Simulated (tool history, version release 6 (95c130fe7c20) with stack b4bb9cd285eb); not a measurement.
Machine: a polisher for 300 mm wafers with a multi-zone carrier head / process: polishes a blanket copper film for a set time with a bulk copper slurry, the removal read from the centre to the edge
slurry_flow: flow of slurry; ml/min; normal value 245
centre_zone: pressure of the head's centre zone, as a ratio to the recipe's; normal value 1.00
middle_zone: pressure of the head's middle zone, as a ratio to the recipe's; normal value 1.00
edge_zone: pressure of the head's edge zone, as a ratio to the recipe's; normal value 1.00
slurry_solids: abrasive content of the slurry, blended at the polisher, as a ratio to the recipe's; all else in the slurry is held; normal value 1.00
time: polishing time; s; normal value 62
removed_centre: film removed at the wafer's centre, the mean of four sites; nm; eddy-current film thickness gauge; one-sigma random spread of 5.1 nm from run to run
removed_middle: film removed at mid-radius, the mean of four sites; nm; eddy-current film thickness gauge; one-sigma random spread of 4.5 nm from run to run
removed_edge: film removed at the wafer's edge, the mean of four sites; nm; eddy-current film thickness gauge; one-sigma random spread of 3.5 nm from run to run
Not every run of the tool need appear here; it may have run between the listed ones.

run,hour,slurry_flow,centre_zone,middle_zone,edge_zone,slurry_solids,time,wafers since the last listed run,wafers polished on this pad,hours since the slurry nozzle was cleaned,hours since the centre zone pressure was calibrated,hours since the edge zone pressure was calibrated,hours since the carrier head's membrane was replaced,"incoming thickness of the incoming film, nm",removed_centre,removed_middle,removed_edge
1,0.0,245,1.00,1.03,1.00,1.00,62,0,610,20.8,562.3,489.9,1390.1,4348.6,456.3,452.0,455.0
2,45.6,245,1.00,1.03,1.00,1.00,62,318,928,66.4,607.9,535.5,1435.7,4260.0,446.7,451.3,445.4
3,99.5,245,1.00,1.03,1.00,1.00,62,376,1305,120.3,661.8,589.4,1489.6,4344.8,436.2,444.8,439.2
4,130.9,245,1.00,1.00,1.00,1.00,62,219,1525,151.7,693.2,620.8,1521.0,4325.2,437.4,427.7,436.6
# hour 156.9: edge zone pressure recalibrated
5,161.3,245,1.00,1.00,1.00,1.00,62,198,1723,182.1,723.6,4.4,1551.4,4298.0,439.0,421.6,428.9
6,203.0,245,1.00,1.00,1.00,1.00,62,291,2015,223.8,765.3,46.1,1593.1,4333.8,432.8,423.4,427.8
# hour 228.0: worn pad replaced by a new one
7,234.6,245,0.92,1.00,1.00,1.00,62,192,46,255.4,796.9,77.7,1624.7,4318.4,425.1,449.6,464.4
8,279.7,245,0.92,1.00,1.00,1.00,62,315,361,300.5,842.0,122.8,1669.8,4332.9,425.5,449.4,452.7
# hour 303.0: slurry nozzle cleaned
9,309.1,270,1.00,0.96,1.03,1.00,62,198,559,6.1,871.4,152.2,1699.2,4287.6,456.6,437.4,462.0
10,345.3,245,1.05,1.00,1.00,1.15,76,253,812,42.3,907.6,188.4,1735.4,4224.3,606.6,564.3,566.4
11,410.5,245,1.00,1.00,1.00,1.00,62,455,1268,107.5,972.8,253.6,1800.6,4253.3,446.0,434.3,438.5
12,440.4,245,1.00,1.11,1.00,1.00,81,208,1477,137.4,1002.7,283.5,1830.5,4310.7,566.0,612.5,564.2
# hour 488.6: worn pad replaced by a new one
13,500.6,245,1.00,1.00,1.00,1.00,62,392,84,197.6,1062.9,343.7,1890.7,4357.5,456.8,449.3,459.0
# hour 512.8: carrier head's membrane replaced by a new one
14,549.9,290,1.08,1.00,1.00,1.10,52,309,393,246.9,1112.2,393.0,37.1,4291.3,426.6,379.1,388.5
# hour 586.9: slurry nozzle cleaned
15,613.2,245,1.00,0.88,1.12,1.00,51,435,829,26.3,1175.5,456.3,100.4,4265.8,372.0,329.7,382.0
# hour 732.6: centre zone pressure recalibrated
16,736.1,245,1.00,0.95,1.03,1.00,62,844,1674,149.2,3.5,579.2,223.3,4340.6,433.0,405.1,440.2
17,780.1,245,1.00,1.00,1.06,1.00,62,307,1981,193.2,47.5,623.2,267.3,4284.4,426.0,418.7,443.0
# hour 796.0: edge zone pressure recalibrated
# hour 815.2: worn pad replaced by a new one
18,815.7,200,1.00,1.00,1.00,1.00,55,206,3,228.8,83.1,19.7,302.9,4303.4,396.9,384.4,395.6
19,852.4,245,1.00,1.06,1.00,1.00,62,256,260,265.5,119.8,56.4,339.6,4361.0,455.8,465.3,451.0
# hour 886.1: slurry nozzle cleaned
20,909.6,245,0.95,1.00,1.00,1.20,62,392,653,23.5,177.0,113.6,396.8,4303.2,444.8,460.1,464.6
21,1059.6,245,1.00,1.00,1.00,1.00,62,1048,1701,173.5,327.0,263.6,546.8,4242.5,431.0,420.5,424.7

A few steps of removed_centre between consecutive runs. Split each: what settings, incoming material and random variation would produce without the hidden state, and what is left over for the hidden state, along with gauge scatter present in only one of the two compared results (measured, and without hidden state):
The hidden state here: removal rate lost through wear of the pad, %; slurry flow missing at the pad, %; deviation of the centre zone's pressure from its setpoint, %; deviation of the edge zone's pressure from its setpoint, %.
Run 6 -> 7: centre_zone 1.00 -> 0.92, worn pad replaced by a new one. removed_centre -7.7 nm: hidden state +32.8, all else -40.5.
Run 9 -> 10: slurry_flow 270 -> 245, centre_zone 1.00 -> 1.05, middle_zone 0.96 -> 1.00, edge_zone 1.03 -> 1.00, slurry_solids 1.00 -> 1.15, time 62 -> 76. removed_centre +150.0 nm: hidden state -8.5, all else +158.5.
Run 10 -> 11: centre_zone 1.05 -> 1.00, slurry_solids 1.15 -> 1.00, time 76 -> 62. removed_centre -160.6 nm: hidden state -2.6, all else -158.0.
Run 17 -> 18: slurry_flow 245 -> 200, edge_zone 1.06 -> 1.00, time 62 -> 55, edge zone pressure recalibrated, worn pad replaced by a new one. removed_centre -29.1 nm: hidden state +29.0, all else -58.1.
